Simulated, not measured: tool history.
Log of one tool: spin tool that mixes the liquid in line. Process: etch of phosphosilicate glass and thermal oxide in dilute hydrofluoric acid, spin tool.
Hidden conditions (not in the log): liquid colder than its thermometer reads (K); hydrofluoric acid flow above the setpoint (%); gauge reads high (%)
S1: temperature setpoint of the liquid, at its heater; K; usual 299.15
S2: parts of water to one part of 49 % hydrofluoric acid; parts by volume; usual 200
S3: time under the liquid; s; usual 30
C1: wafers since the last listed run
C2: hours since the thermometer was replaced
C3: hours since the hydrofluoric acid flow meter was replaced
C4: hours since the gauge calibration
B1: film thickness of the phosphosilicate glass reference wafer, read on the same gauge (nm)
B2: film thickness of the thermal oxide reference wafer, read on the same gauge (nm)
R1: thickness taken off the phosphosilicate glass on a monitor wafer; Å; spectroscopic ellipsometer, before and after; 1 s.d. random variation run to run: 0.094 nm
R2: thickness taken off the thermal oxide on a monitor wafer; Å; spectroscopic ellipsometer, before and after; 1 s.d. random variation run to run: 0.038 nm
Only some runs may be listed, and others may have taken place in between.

Run 1, hour 0: usual settings but S2 225 parts by volume; C1 0; C2 1454.8; C3 270.2; C4 55.9; B1 120.3; B2 140.257. Result: R1 273 Å, R2 5.43 Å.
Run 2, hour 27.3: usual settings but S1 297.15 K; C1 298; C2 1482.1; C3 297.5; C4 83.2; B1 120.45; B2 140.441. Result: R1 290.9 Å, R2 6.25 Å.
Run 3, hour 58.3: usual settings but S1 297.15 K; C1 339; C2 1513.1; C3 328.5; C4 114.2; B1 120.53; B2 140.701. Result: R1 292.8 Å, R2 5.61 Å.
Run 4, hour 85.6: usual settings; C1 298; C2 1540.4; C3 355.8; C4 141.5; B1 120.69; B2 140.822. Result: R1 316.9 Å, R2 7.41 Å.
Run 5, hour 105.9: usual settings; C1 222; C2 1560.7; C3 376.1; C4 161.8; B1 120.77; B2 140.897. Result: R1 317.4 Å, R2 6.49 Å.
Run 6, hour 132.8: usual settings; C1 294; C2 1587.6; C3 403; C4 188.7; B1 120.93; B2 141.085. Result: R1 316.7 Å, R2 6.61 Å.
Run 7, hour 148: usual settings but S3 20 s; C1 166; C2 1602.8; C3 418.2; C4 203.9; B1 120.97; B2 141.169. Result: R1 211.6 Å, R2 4.29 Å.
At hour 160.6: thermometer replaced.
Run 8, hour 178.6: usual settings but S3 45 s; C1 323; C2 18; C3 448.8; C4 234.5; B1 121.11; B2 141.344. Result: R1 478.3 Å, R2 9.4 Å.
Run 9, hour 194.7: usual settings; C1 176; C2 34.1; C3 464.9; C4 250.6; B1 121.2; B2 141.364. Result: R1 316.3 Å, R2 6.05 Å.
At hour 196.5: gauge calibrated.
Run 10, hour 217: usual settings; C1 243; C2 56.4; C3 487.2; C4 20.5; B1 120.1; B2 140.126. Result: R1 314.1 Å, R2 6.71 Å.
At hour 244.2: hydrofluoric acid flow meter replaced.
Run 11, hour 246.5: usual settings; C1 311; C2 85.9; C3 2.3; C4 50; B1 120.25; B2 140.272. Result: R1 315.6 Å, R2 7.07 Å.
Run 12, hour 275.2: usual settings but S1 302.15 K, S2 165 parts by volume, S3 35 s; C1 313; C2 114.6; C3 31; C4 78.7; B1 120.36; B2 140.408. Result: R1 516.2 Å, R2 11.53 Å.
Run 13, hour 310.1: usual settings but S1 295.65 K; C1 381; C2 149.5; C3 65.9; C4 113.6; B1 120.53; B2 140.614. Result: R1 277.2 Å, R2 5.65 Å.
Run 14, hour 325: usual settings but S1 296.15 K; C1 162; C2 164.4; C3 80.8; C4 128.5; B1 120.54; B2 140.685. Result: R1 284.1 Å, R2 6.61 Å.
Run 15, hour 345.6: usual settings but S1 301.15 K, S3 45 s; C1 225; C2 185; C3 101.4; C4 149.1; B1 120.65; B2 140.805. Result: R1 509.5 Å, R2 10.6 Å.
Run 16, hour 380.9: usual settings but S1 304.15 K, S2 265 parts by volume, S3 40 s; C1 386; C2 220.3; C3 136.7; C4 184.4; B1 120.86; B2 141.018. Result: R1 353 Å, R2 7.4 Å.

Here are 5 independent what-if runs from the current tool condition. What would each one return?
Run A, hour 381.3: usual settings but S1 300.65 K; C1 4; C2 220.7; C3 137.1; C4 184.8; B1 ?; B2 ?. Result: R1 ?, R2 ?.
Run B, hour 381.3: usual settings but S2 255 parts by volume, S3 20 s; C1 4; C2 220.7; C3 137.1; C4 184.8; B1 ?; B2 ?. Result: R1 ?, R2 ?.
Run C, hour 381.3: usual settings but S2 145 parts by volume; C1 4; C2 220.7; C3 137.1; C4 184.8; B1 ?; B2 ?. Result: R1 ?, R2 ?.
Run D, hour 381.3: usual settings but S1 303.65 K, S2 250 parts by volume; C1 4; C2 220.7; C3 137.1; C4 184.8; B1 ?; B2 ?. Result: R1 ?, R2 ?.
Run E, hour 381.3: usual settings but S1 301.65 K; C1 4; C2 220.7; C3 137.1; C4 184.8; B1 ?; B2 ?. Result: R1 ?, R2 ?.

run      B1       B2     R1     R2
  A  120.82  141.023  334.1   7.37
  B  120.82  141.023  155.9   3.44
  C  120.82  141.023  465.6  10.27
  D  120.82  141.023  279.5   6.17
  E  120.82  141.023  346.1   7.64
Had the tool no hidden state, the same runs would have come out as:
run     R1    R2
  A  331.8  7.32
  B  154.8  3.42
  C  462.3  10.2
  D  277.5  6.12
  E  343.7  7.58

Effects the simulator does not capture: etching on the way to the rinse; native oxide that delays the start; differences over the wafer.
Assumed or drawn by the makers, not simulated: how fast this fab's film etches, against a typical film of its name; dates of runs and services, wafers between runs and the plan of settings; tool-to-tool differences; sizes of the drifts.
